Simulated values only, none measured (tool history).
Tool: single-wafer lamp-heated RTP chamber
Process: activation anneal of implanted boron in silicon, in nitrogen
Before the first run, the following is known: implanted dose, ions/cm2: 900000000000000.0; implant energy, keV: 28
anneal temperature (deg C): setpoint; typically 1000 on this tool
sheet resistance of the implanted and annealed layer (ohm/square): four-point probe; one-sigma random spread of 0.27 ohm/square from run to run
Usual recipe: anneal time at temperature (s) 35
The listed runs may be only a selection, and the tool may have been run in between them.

| run | day | anneal temperature (deg C) | anneal time at temperature (s) | wafers since the last listed run | wafers since the last pyrometer calibration | wafers since the reflector plate was cleaned | hours since the gauge calibration | read-back reference wafer on the same gauge, sheet resistance | sheet resistance of the implanted and annealed layer (ohm/square) |
|---|---|---|---|---|---|---|---|---|---|
| 1 | 0 | 1000 | 35 | 0 | 3708 | 5349 | 495.6 | 111.04 | 126 |
| 2 | 1.679 | 1000 | 35 | 594 | 4302 | 5943 | 535.9 | 111.05 | 125.46 |
| 3 | 3.433 | 986 | 35 | 620 | 4922 | 6563 | 578 | 111.12 | 128.62 |
| 4 | 5.117 | 986 | 35 | 595 | 5518 | 7159 | 618.4 | 110.95 | 128.12 |
| 5 | 6.283 | 986 | 42 | 412 | 5930 | 7571 | 646.4 | 111.03 | 127.87 |
| 6 | 8.508 | 986 | 42 | 787 | 6718 | 8359 | 699.8 | 110.93 | 127.56 |
| 7 | 9.546 | 986 | 42 | 367 | 7085 | 8726 | 724.7 | 110.95 | 126.92 |
| 8 | 12.038 | 1000 | 35 | 881 | 7966 | 9607 | 784.5 | 111.01 | 125.37 |
|  | 12.721 | pyrometer window cleaned and pyrometer calibrated |
| 9 | 14.35 | 1000 | 35 | 700 | 576 | 10307 | 840 | 110.92 | 126.73 |
| 10 | 17.296 | 1000 | 35 | 1042 | 1618 | 11349 | 910.7 | 111.03 | 126.47 |
| 11 | 18.304 | 1000 | 35 | 356 | 1975 | 11706 | 934.9 | 111.06 | 126.34 |
|  | 20.358 | reflector plate cleaned |
| 12 | 20.512 | 1000 | 35 | 663 | 2638 | 54 | 987.9 | 111.02 | 125.84 |
| 13 | 23.283 | 979 | 27 | 980 | 3618 | 1034 | 1054.4 | 111.02 | 133.48 |
| 14 | 25.438 | 971 | 35 | 762 | 4380 | 1796 | 1106.1 | 110.96 | 135.38 |
| 15 | 27.779 | 1000 | 35 | 828 | 5209 | 2625 | 1162.3 | 111.08 | 125.85 |
| 16 | 30.638 | 1000 | 19 | 1011 | 6220 | 3636 | 1230.9 | 110.99 | 126.03 |
| 17 | 33.017 | 1029 | 49 | 841 | 7062 | 4477 | 1288 | 110.98 | 121.96 |
| 18 | 35.233 | 1000 | 44 | 784 | 7846 | 5262 | 1341.2 | 110.97 | 124.71 |
|  | 38.967 | gauge calibrated |
|  | 39.508 | pyrometer window cleaned and pyrometer calibrated |
| 19 | 43.979 | 987 | 40 | 2976 | 1581 | 8238 | 120.3 | 111 | 128.99 |
| 20 | 46.354 | 1025 | 44 | 840 | 2421 | 9078 | 177.3 | 110.96 | 123.24 |
| 21 | 48.942 | 1000 | 35 | 915 | 3337 | 9993 | 239.4 | 111.02 | 125.75 |
| 22 | 51.438 | 1023 | 35 | 882 | 4219 | 10876 | 299.3 | 111.04 | 122.98 |
| 23 | 54.029 | 1000 | 35 | 916 | 5136 | 11793 | 361.5 | 111.11 | 125.71 |
| 24 | 56.717 | 1012 | 53 | 950 | 6087 | 12744 | 426 | 111.05 | 123.47 |
|  | 57.775 | reflector plate cleaned |
| 25 | 58.008 | 1019 | 51 | 339 | 6426 | 81 | 457 | 110.99 | 122.53 |

Branching from run 25: 4 alternative next runs. What would each branch give?
| A | 58.025 | 1021 | 35 | 5 | 6432 | 87 | 457.4 | ? | ? |
| B | 58.025 | 975 | 22 | 5 | 6432 | 87 | 457.4 | ? | ? |
| C | 58.025 | 1013 | 54 | 5 | 6432 | 87 | 457.4 | ? | ? |
| D | 58.025 | 988 | 35 | 5 | 6432 | 87 | 457.4 | ? | ? |

| run | read-back reference wafer on the same gauge, sheet resistance | sheet resistance of the implanted and annealed layer (ohm/square) |
|---|---|---|
| A | 111.11 | 123.11 |
| B | 111.11 | 134.05 |
| C | 111.11 | 123.13 |
| D | 111.11 | 127.33 |
The same runs, with their run-to-run variation unchanged, on a tool lacking any hidden condition would have given:
| run | sheet resistance of the implanted and annealed layer (ohm/square) |
|---|---|
| A | 123.9 |
| B | 140.93 |
| C | 124.07 |
| D | 130.49 |
